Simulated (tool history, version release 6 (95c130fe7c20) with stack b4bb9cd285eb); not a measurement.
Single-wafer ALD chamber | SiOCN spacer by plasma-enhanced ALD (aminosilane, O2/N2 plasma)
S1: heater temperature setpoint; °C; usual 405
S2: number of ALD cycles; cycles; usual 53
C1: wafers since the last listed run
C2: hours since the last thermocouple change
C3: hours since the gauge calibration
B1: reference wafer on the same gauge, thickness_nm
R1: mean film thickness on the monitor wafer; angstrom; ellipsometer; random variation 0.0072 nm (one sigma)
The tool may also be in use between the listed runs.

run	hour	S1	S2	C1	C2	C3	B1	R1
1	0	405	53	0	1804.5	163.1	2.42	29.18
2	8.9	405	46	42	1813.4	172	2.419	25.36
3	23.7	405	46	70	1828.2	186.8	2.421	25.52
4	33.4	405	61	45	1837.9	196.5	2.422	33.73
5	40	405	61	31	1844.5	203.1	2.424	33.79
6	65.4	405	58	120	1869.9	228.5	2.421	32.15
7	74.8	405	58	44	1879.3	237.9	2.426	32.18
8	92.6	405	58	84	1897.1	255.7	2.422	32.04
9	106.6	394	53	66	1911.1	269.7	2.425	29.78
10	122.1	394	53	73	1926.6	285.2	2.426	29.98
11	134.7	394	53	59	1939.2	297.8	2.43	29.95
12	148	405	53	62	1952.5	311.1	2.427	29.42
13	158.6	405	53	50	1963.1	321.7	2.429	29.46
14	167.1	405	53	40	1971.6	330.2	2.43	29.52
15	180.5	405	53	63	1985	343.6	2.43	29.54
16	187.7	405	53	34	1992.2	350.8	2.431	29.46
17	199.7	412	53	56	2004.2	362.8	2.429	28.67
18	206.2	412	53	30	2010.7	369.3	2.431	28.82
# hour 216.4: thermocouple changed; heater temperature recalibrated
19	218.6	405	53	20	2.2	381.7	2.432	29.38
# hour 224.5: gauge calibrated
20	233.4	405	53	70	17	8.9	2.388	28.99
21	251.1	405	53	83	34.7	26.6	2.391	28.96
22	258.7	405	53	35	42.3	34.2	2.397	29.1
23	267	405	53	39	50.6	42.5	2.399	29.16
24	280.5	405	61	63	64.1	56	2.401	33.53
25	287.2	399	46	31	70.8	62.7	2.406	25.75
26	295.8	411	59	40	79.4	71.3	2.406	31.7
27	306	391	48	48	89.6	81.5	2.406	26.78
28	312.8	405	53	32	96.4	88.3	2.409	29.3
29	351.9	399	62	185	135.5	127.4	2.414	34.61
30	359.3	398	62	35	142.9	134.8	2.416	34.77
31	376.8	400	60	82	160.4	152.3	2.419	33.63
32	391.4	405	53	69	175	166.9	2.419	29.22
33	404.7	397	53	62	188.3	180.2	2.42	29.7
34	412.9	394	53	38	196.5	188.4	2.42	29.91
35	423.6	405	59	50	207.2	199.1	2.421	32.78
36	438.5	397	46	70	222.1	214	2.423	25.89
37	452	405	53	63	235.6	227.5	2.423	29.35
38	461.7	396	46	45	245.3	237.2	2.424	25.86
39	469.2	412	61	35	252.8	244.7	2.426	32.88
40	486.4	405	53	81	270	261.9	2.426	29.36
41	502.6	405	53	76	286.2	278.1	2.428	29.29
42	512	394	59	44	295.6	287.5	2.427	33.24
43	525.1	417	57	62	308.7	300.6	2.427	30.42
44	540.6	405	63	73	324.2	316.1	2.427	35.09
45	555.3	405	53	69	338.9	330.8	2.425	29.48

Some steps in R1 between neighbouring runs. How much of each would the tool show without its hidden state too (settings, what came in, random variation), and how much is left for the hidden state, with any gauge scatter that isn't in both results?
The hidden state here: wafer temperature above the value expected at the setpoint (K); gauge reads high (%).
Run 3 -> 4: S2 46 -> 61. R1 +8.21 angstrom: hidden state +0.13, all else +8.08.
Run 19 -> 20: gauge calibrated. R1 -0.39 angstrom: hidden state -0.48, all else +0.09.
Run 24 -> 25: S1 405 -> 399, S2 61 -> 46. R1 -7.78 angstrom: hidden state -0.03, all else -7.75.
Run 28 -> 29: S1 405 -> 399, S2 53 -> 62. R1 +5.31 angstrom: hidden state +0.13, all else +5.18.
Run 38 -> 39: S1 396 -> 412, S2 46 -> 61. R1 +7.02 angstrom: hidden state +0.1, all else +6.92.
